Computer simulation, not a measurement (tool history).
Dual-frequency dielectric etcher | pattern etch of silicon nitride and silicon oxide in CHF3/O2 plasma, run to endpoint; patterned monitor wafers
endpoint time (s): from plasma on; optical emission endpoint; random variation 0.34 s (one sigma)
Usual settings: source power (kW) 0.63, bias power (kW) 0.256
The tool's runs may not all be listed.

run,day,source power (kW),bias power (kW),"incoming incoming film thickness, nm",endpoint time (s)
1,0,0.63,0.209,203.7,124.5
2,0.946,0.63,0.256,199.3,108.7
# day 2.867: wet clean of the chamber
3,2.888,0.63,0.256,203.7,115
4,2.9,0.63,0.256,202.8,115.2
5,3.917,0.71,0.241,201.9,109.7
6,4.525,0.63,0.222,200.9,122.3
7,6.354,0.63,0.222,201.8,122.3
8,7.55,0.63,0.224,200.6,120.8
9,8.083,0.63,0.256,200.9,112.5
10,9.262,0.63,0.256,202.3,112.7
11,10.067,0.63,0.256,201.9,112.8
12,11.462,0.63,0.256,201.1,112.1
13,12.183,0.69,0.256,199.7,105.7
14,13.638,0.69,0.256,203.6,107.5
# day 14.642: upper electrode replaced
15,14.662,0.67,0.306,203.3,99.6
16,15.425,0.67,0.306,200.7,97.8
17,16.671,0.73,0.256,200.8,102.5
18,17.638,0.63,0.256,203.1,111.7

Forecast run 19:
# day 19.65: source power generator calibrated
# day 20.583: wet clean of the chamber
19,20.604,0.63,0.283,203.1,?

{"run 19": {"endpoint time (s)": 108.3}}
Without the tool's hidden state the same run would have given endpoint time (s) 108.6.

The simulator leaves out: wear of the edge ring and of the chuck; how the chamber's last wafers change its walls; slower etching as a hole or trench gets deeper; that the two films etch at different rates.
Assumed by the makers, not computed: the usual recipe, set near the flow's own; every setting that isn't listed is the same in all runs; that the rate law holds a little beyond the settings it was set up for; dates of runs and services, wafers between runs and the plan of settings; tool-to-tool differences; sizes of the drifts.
